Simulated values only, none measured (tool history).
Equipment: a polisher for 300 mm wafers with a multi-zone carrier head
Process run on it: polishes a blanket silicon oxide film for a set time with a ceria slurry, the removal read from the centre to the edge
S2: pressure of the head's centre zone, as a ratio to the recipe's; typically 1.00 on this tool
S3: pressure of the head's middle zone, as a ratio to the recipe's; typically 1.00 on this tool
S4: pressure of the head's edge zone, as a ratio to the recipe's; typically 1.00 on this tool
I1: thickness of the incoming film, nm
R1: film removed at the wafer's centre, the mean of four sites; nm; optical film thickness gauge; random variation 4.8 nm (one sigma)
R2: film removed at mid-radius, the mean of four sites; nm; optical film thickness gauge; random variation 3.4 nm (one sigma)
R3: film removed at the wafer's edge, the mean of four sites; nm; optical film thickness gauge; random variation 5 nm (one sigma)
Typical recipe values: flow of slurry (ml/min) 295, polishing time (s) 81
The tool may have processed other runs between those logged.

Run 1, hour 0.0: usual settings but S3 0.96, polishing time (s) 91; I1 1301.5. Result: R1 462.3 nm, R2 444.4 nm, R3 450.7 nm.
Run 2, hour 52.6: usual settings; I1 1269.1. Result: R1 401.1 nm, R2 397.7 nm, R3 392.3 nm.
At hour 60.1: worn pad replaced by a new one.
Run 3, hour 113.6: usual settings; I1 1281.0. Result: R1 410.2 nm, R2 402.3 nm, R3 393.7 nm.
Run 4, hour 168.8: usual settings; I1 1278.1. Result: R1 403.0 nm, R2 402.2 nm, R3 394.0 nm.
Run 5, hour 222.9: usual settings but flow of slurry (ml/min) 195, S4 0.90; I1 1270.4. Result: R1 373.5 nm, R2 369.7 nm, R3 359.4 nm.
At hour 230.1: slurry nozzle cleaned.
At hour 232.6: centre zone pressure recalibrated.
Run 6, hour 272.9: usual settings but S2 1.11, S3 1.05, polishing time (s) 59; I1 1284.3. Result: R1 333.3 nm, R2 310.0 nm, R3 299.2 nm.
Run 7, hour 336.9: usual settings but S4 0.96, polishing time (s) 101; I1 1261.6. Result: R1 534.0 nm, R2 508.8 nm, R3 505.5 nm.
Run 8, hour 397.9: usual settings but flow of slurry (ml/min) 350, S3 0.91, S4 1.07, polishing time (s) 57; I1 1278.8. Result: R1 296.5 nm, R2 271.8 nm, R3 298.4 nm.
Run 9, hour 444.0: usual settings but polishing time (s) 64; I1 1258.1. Result: R1 334.7 nm, R2 328.8 nm, R3 321.6 nm.
At hour 459.1: worn pad replaced by a new one.
Run 10, hour 491.8: usual settings but S2 1.08; I1 1273.4. Result: R1 436.4 nm, R2 414.3 nm, R3 409.7 nm.
Run 11, hour 542.3: usual settings but S3 0.94, S4 0.93, polishing time (s) 91; I1 1300.9. Result: R1 470.2 nm, R2 438.1 nm, R3 437.9 nm.
At hour 545.1: edge zone pressure recalibrated.
Run 12, hour 606.7: usual settings but S2 0.92, S3 0.94; I1 1293.1. Result: R1 395.5 nm, R2 386.3 nm, R3 402.6 nm.
Run 13, hour 667.3: usual settings; I1 1297.8. Result: R1 418.6 nm, R2 403.3 nm, R3 398.3 nm.
At hour 697.3: centre zone pressure recalibrated.
Run 14, hour 717.1: usual settings but flow of slurry (ml/min) 390, S4 0.88, polishing time (s) 62; I1 1282.7. Result: R1 321.8 nm, R2 321.4 nm, R3 300.0 nm.
Run 15, hour 752.7: usual settings but flow of slurry (ml/min) 225, S2 0.90, S4 1.05, polishing time (s) 68; I1 1286.1. Result: R1 305.1 nm, R2 328.2 nm, R3 336.8 nm.
At hour 793.4: carrier head's membrane replaced by a new one.
Run 16, hour 814.8: usual settings; I1 1289.2. Result: R1 404.3 nm, R2 397.5 nm, R3 395.8 nm.
At hour 848.6: slurry nozzle cleaned.
Run 17, hour 854.4: usual settings but flow of slurry (ml/min) 210, S3 0.92, polishing time (s) 106; I1 1289.2. Result: R1 527.9 nm, R2 485.1 nm, R3 525.3 nm.
At hour 901.9: worn pad replaced by a new one.
Run 18, hour 913.0: usual settings but S2 1.07; I1 1256.8. Result: R1 448.5 nm, R2 410.3 nm, R3 406.0 nm.
Run 19, hour 941.6: usual settings but S2 1.10, S3 0.89; I1 1280.3. Result: R1 451.0 nm, R2 374.9 nm, R3 406.6 nm.
Run 20, hour 1138.9: usual settings but polishing time (s) 98; I1 1277.8. Result: R1 501.3 nm, R2 503.5 nm, R3 493.0 nm.
At hour 1178.3: centre zone pressure recalibrated.
Run 21, hour 1191.5: usual settings but S3 0.92; I1 1277.2. Result: R1 412.1 nm, R2 375.5 nm, R3 400.5 nm.
Run 22, hour 1216.6: usual settings but polishing time (s) 95; I1 1272.5. Result: R1 491.6 nm, R2 474.1 nm, R3 478.9 nm.

Below are 4 alternative next runs, each starting from the tool's condition after run 22. Predict each:
Run A, hour 1217.0: usual settings; I1 1274.5. Result: R1 ?, R2 ?, R3 ?.
Run B, hour 1217.0: usual settings but flow of slurry (ml/min) 325; I1 1274.5. Result: R1 ?, R2 ?, R3 ?.
Run C, hour 1217.0: usual settings but flow of slurry (ml/min) 195; I1 1274.5. Result: R1 ?, R2 ?, R3 ?.
Run D, hour 1217.0: usual settings but flow of slurry (ml/min) 215, S4 0.88; I1 1274.5. Result: R1 ?, R2 ?, R3 ?.

run     R1     R2     R3
  A  425.7  411.4  412.8
  B  430.3  415.4  415.9
  C  402.1  390.9  397.4
  D  408.3  396.3  378.1
With the hidden condition removed and each run's random variation left untouched, the same runs would have given:
run     R1     R2     R3
  A  431.2  416.2  416.4
  B  435.3  419.8  419.2
  C  409.7  397.4  402.3
  D  415.4  402.4  382.4

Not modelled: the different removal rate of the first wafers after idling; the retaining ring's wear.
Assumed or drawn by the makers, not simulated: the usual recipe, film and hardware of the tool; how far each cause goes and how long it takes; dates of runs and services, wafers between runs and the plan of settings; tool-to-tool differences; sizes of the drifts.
